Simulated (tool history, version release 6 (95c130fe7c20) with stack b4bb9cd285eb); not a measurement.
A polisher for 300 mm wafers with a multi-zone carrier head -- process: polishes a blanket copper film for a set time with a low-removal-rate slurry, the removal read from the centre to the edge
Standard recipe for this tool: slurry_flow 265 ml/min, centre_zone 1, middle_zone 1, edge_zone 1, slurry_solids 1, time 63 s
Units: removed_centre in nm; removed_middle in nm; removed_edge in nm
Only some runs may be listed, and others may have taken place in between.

run     day  slurry_flow  centre_zone  middle_zone  edge_zone  slurry_solids  time  wafers since the last listed run  wafers polished on this pad  hours since the slurry nozzle was cleaned  hours since the centre zone pressure was calibrated  hours since the edge zone pressure was calibrated  hours since the carrier head's membrane was replaced  incoming thickness of the incoming film, nm  removed_centre  removed_middle  removed_edge
  1       0          265            1            1          1              1    63                                 0                           85                                      239.9                                                106.1                                              327.3                                                1145.7                                         1226           212.9           209.8         215.2
      4.983  -- edge zone pressure recalibrated
      5.046  -- carrier head's membrane replaced by a new one
     10.096  -- slurry nozzle cleaned
  2  11.979          265            1            1          1              1    63                              2281                         2367                                       45.2                                                393.6                                              167.9                                                 166.4                                       1222.3           214.7           214.4           217
  3  14.683          265            1            1          1              1    63                               523                         2890                                      110.1                                                458.5                                              232.8                                                 231.3                                         1215           214.4           208.9         210.7
         17  -- worn pad replaced by a new one
     22.796  -- edge zone pressure recalibrated
  4  23.025          265            1            1       0.96              1    63                              1565                         1149                                      310.3                                                658.7                                                5.5                                                 431.5                                       1222.4           210.7           211.1         207.7
  5  26.625          265            1            1       0.96              1    63                               696                         1846                                      396.7                                                745.1                                               91.9                                                 517.9                                       1242.6           209.1           211.5         205.5
  6  30.667          265            1            1       0.96              1    63                               781                         2628                                      493.7                                                842.1                                              188.9                                                 614.9                                       1229.5           208.1           209.8         211.3
     31.188  -- worn pad replaced by a new one
  7  32.575          265            1            1          1              1    63                               336                          268                                      539.5                                                887.9                                              234.7                                                 660.7                                         1212           210.4           208.7           208
     35.262  -- slurry nozzle cleaned
     38.079  -- edge zone pressure recalibrated
  8  38.742          265            1            1          1              1    63                              1168                         1437                                       83.5                                               1035.9                                               15.9                                                 808.7                                       1223.1           202.6           201.2         203.3
  9  41.358          265            1            1          1              1    63                               506                         1943                                      146.3                                               1098.7                                               78.7                                                 871.5                                       1223.7           197.9           200.5           203
 10  43.825          265            1            1          1              1    63                               477                         2420                                      205.5                                               1157.9                                              137.9                                                 930.7                                       1234.5           198.7           198.4         198.3
     46.325  -- worn pad replaced by a new one
 11  48.162          265            1            1          1              1    63                               806                          355                                      309.6                                                 1262                                                242                                                1034.8                                         1217           202.7           198.1         202.5
 12  49.771          265            1            1       0.96            0.7    63                               311                          666                                      348.2                                               1300.6                                              280.6                                                1073.4                                       1218.6           179.6           179.7         177.6
 13  53.162          265         1.07            1          1              1    49                               656                         1322                                      429.6                                                 1382                                                362                                                1154.8                                       1220.2             165           153.5         154.7
     53.712  -- centre zone pressure recalibrated
     54.238  -- slurry nozzle cleaned, repeated, since the last time left the tool worse
     55.067  -- carrier head's membrane replaced by a new one
     55.071  -- edge zone pressure recalibrated
 14  55.258          265            1            1          1              1    63                               340                         1663                                       24.5                                                 37.1                                                4.5                                                   4.6                                       1247.6           209.5           216.5         209.3
 15  57.871          265         0.89            1          1              1    63                               505                         2169                                       87.2                                                 99.8                                               67.2                                                  67.3                                       1216.6           191.5           211.1           210
     62.867  -- worn pad replaced by a new one
 16  68.792          265            1         1.09          1              1    63                              2080                         1146                                      349.3                                                361.9                                              329.3                                                 329.4                                       1244.8           218.6           222.8         209.3
 17   70.95          265          1.1            1          1              1    49                               417                         1563                                      401.1                                                413.7                                              381.1                                                 381.2                                       1219.3           182.4             162         162.2
     72.775  -- edge zone pressure recalibrated
     74.838  -- slurry nozzle cleaned
 18    75.3          265            1            1          1            0.8    63                               817                         2381                                       11.1                                                518.1                                               60.6                                                 485.6                                       1230.9           201.9           201.6         201.3
 19  77.062          170            1            1          1           0.85    63                               340                         2722                                       53.4                                                560.4                                              102.9                                                 527.9                                       1243.6             197           192.8         196.4

Below are 3 alternative next runs, each starting from the tool's condition after run 19. Predict each:
  A  77.079          265            1            1          1              1    63                                 3                         2725                                       53.8                                                560.8                                              103.3                                                 528.3                                       1250.2               ?               ?             ?
  B  77.079          265         1.08            1       0.91            0.7    55                                 3                         2725                                       53.8                                                560.8                                              103.3                                                 528.3                                       1250.2               ?               ?             ?
  C  77.079          265            1         1.04       1.12              1    63                                 3                         2725                                       53.8                                                560.8                                              103.3                                                 528.3                                       1250.2               ?               ?             ?

run  removed_centre  removed_middle  removed_edge
  A           219.3           212.1         212.7
  B           188.5           168.6         162.9
  C           219.4           217.5           223
Without the tool's unlogged condition, the same runs would have read:
run  removed_centre  removed_middle  removed_edge
  A           220.7           213.3         213.6
  B           189.7           169.6         163.6
  C           220.7           218.7         223.9

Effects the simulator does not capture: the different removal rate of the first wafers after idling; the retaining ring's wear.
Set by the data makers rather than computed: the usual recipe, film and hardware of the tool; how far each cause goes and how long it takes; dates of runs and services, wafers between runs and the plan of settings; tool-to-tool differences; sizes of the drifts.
